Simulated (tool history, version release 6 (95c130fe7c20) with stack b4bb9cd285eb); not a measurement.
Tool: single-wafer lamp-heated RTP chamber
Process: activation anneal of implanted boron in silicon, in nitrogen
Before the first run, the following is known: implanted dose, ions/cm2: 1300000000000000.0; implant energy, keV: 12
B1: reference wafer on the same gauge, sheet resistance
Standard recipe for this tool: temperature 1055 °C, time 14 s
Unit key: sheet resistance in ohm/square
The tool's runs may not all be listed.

{"run": 1, "hour": 0.0, "temperature": 1055, "time": 14, "B1": 85.13, "sheet resistance": 96.97}
{"run": 2, "hour": 29.8, "temperature": 1055, "time": 14, "B1": 85.25, "sheet resistance": 96.71}
{"run": 3, "hour": 55.0, "temperature": 1055, "time": 14, "B1": 85.22, "sheet resistance": 96.62}
{"run": 4, "hour": 73.5, "temperature": 1042, "time": 14, "B1": 85.2, "sheet resistance": 98.39}
{"run": 5, "hour": 95.0, "temperature": 1055, "time": 14, "B1": 85.24, "sheet resistance": 96.48}
{"run": 6, "hour": 117.6, "temperature": 1055, "time": 14, "B1": 85.16, "sheet resistance": 96.52}
{"run": 7, "hour": 146.9, "temperature": 1055, "time": 14, "B1": 85.14, "sheet resistance": 96.59}
{"run": 8, "hour": 173.5, "temperature": 1055, "time": 14, "B1": 85.13, "sheet resistance": 96.57}
{"hour": 189.3, "done": "reflector plate cleaned"}
{"run": 9, "hour": 193.9, "temperature": 1055, "time": 14, "B1": 85.24, "sheet resistance": 97.21}
{"run": 10, "hour": 218.3, "temperature": 1055, "time": 14, "B1": 85.16, "sheet resistance": 97.25}
{"hour": 237.7, "done": "pyrometer window cleaned and pyrometer calibrated"}
{"run": 11, "hour": 246.2, "temperature": 1055, "time": 17, "B1": 85.2, "sheet resistance": 97.76}
{"run": 12, "hour": 274.5, "temperature": 1055, "time": 7, "B1": 85.17, "sheet resistance": 101.16}
{"run": 13, "hour": 305.8, "temperature": 1055, "time": 14, "B1": 85.2, "sheet resistance": 98.27}
{"hour": 310.7, "done": "gauge calibrated"}
{"run": 14, "hour": 324.2, "temperature": 1079, "time": 20, "B1": 85.21, "sheet resistance": 93.97}
{"run": 15, "hour": 344.3, "temperature": 1038, "time": 14, "B1": 85.25, "sheet resistance": 101.01}
{"run": 16, "hour": 371.2, "temperature": 1055, "time": 14, "B1": 85.18, "sheet resistance": 98.25}
{"run": 17, "hour": 389.7, "temperature": 1039, "time": 14, "B1": 85.21, "sheet resistance": 100.62}
{"run": 18, "hour": 416.7, "temperature": 1055, "time": 6, "B1": 85.25, "sheet resistance": 100.66}
{"run": 19, "hour": 446.6, "temperature": 1077, "time": 20, "B1": 85.22, "sheet resistance": 93.99}
{"run": 20, "hour": 468.9, "temperature": 1026, "time": 21, "B1": 85.26, "sheet resistance": 101.07}

Here are 3 independent what-if runs from the current tool condition. What would each one return?
{"run": "A", "hour": 469.3, "temperature": 1055, "time": 14, "B1": "?", "sheet resistance": "?"}
{"run": "B", "hour": 469.3, "temperature": 1078, "time": 20, "B1": "?", "sheet resistance": "?"}
{"run": "C", "hour": 469.3, "temperature": 1068, "time": 14, "B1": "?", "sheet resistance": "?"}

run=A B1=85.19 sheet_resistance=97.79
run=B B1=85.19 sheet_resistance=94.16
run=C B1=85.19 sheet_resistance=96.22
Without the tool's unlogged condition, the same runs would have read:
run=A sheet_resistance=99.2
run=B sheet_resistance=94.95
run=C sheet_resistance=97.35
